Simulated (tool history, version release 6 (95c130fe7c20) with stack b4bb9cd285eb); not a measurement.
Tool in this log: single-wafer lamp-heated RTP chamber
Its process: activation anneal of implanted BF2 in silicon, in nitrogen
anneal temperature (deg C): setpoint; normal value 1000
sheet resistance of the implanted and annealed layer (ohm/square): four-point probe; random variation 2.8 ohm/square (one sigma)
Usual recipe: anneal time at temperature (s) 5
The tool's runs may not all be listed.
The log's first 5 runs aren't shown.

run   hour  anneal temperature (deg C)  anneal time at temperature (s)  wafers since the last listed run  wafers since the last pyrometer calibration  wafers since the reflector plate was cleaned  hours since the gauge calibration  read-back reference wafer on the same gauge, sheet resistance  sheet resistance of the implanted and annealed layer (ohm/square)
  6    197                        1000                               5                               556                                         1289                                          9718                              330.4                                                         474.68                                                             545.99
  7    266                        1000                               5                              1348                                         2638                                         11066                              399.4                                                         472.78                                                             540.04
     277.3  -- reflector plate cleaned
  8  439.4                        1000                               5                              3232                                         5870                                          3168                              572.8                                                         475.36                                                             547.84
     460.8  -- pyrometer window cleaned and pyrometer calibrated
  9  482.4                        1000                               5                               684                                          423                                          3852                              615.8                                                         474.36                                                                556
 10  512.6                        1000                               5                               590                                         1013                                          4442                                646                                                          475.7                                                             549.04
 11  570.4                        1000                               5                              1129                                         2142                                          5572                              703.8                                                         474.74                                                             548.37
 12  622.4                        1000                               5                              1016                                         3159                                          6588                              755.8                                                          475.6                                                             543.37
 13  646.9                        1000                               5                               478                                         3637                                          7067                              780.3                                                         473.36                                                             545.43
 14  700.2                        1000                               5                              1041                                         4679                                          8109                              833.6                                                         474.13                                                             542.58
     730.7  -- pyrometer window cleaned and pyrometer calibrated
 15  748.4                        1000                               5                               785                                          345                                          8894                              881.8                                                         474.86                                                             553.47
     782.6  -- reflector plate cleaned
     783.1  -- gauge calibrated
 16    784                         979                               5                               539                                          885                                            27                                0.9                                                         474.55                                                             593.08
 17  808.4                        1000                               5                               476                                         1362                                           504                               25.3                                                         472.89                                                             552.38

What does the tool deliver on the next run?
 18  856.9                         985                               3                               947                                         2309                                          1452                               73.8                                                              ?                                                                  ?

Run 18 measured read-back reference wafer on the same gauge, sheet resistance 474.45, sheet resistance of the implanted and annealed layer (ohm/square) 586.11.
With no hidden state in the tool, this same run would have given sheet resistance of the implanted and annealed layer (ohm/square) 608.98.
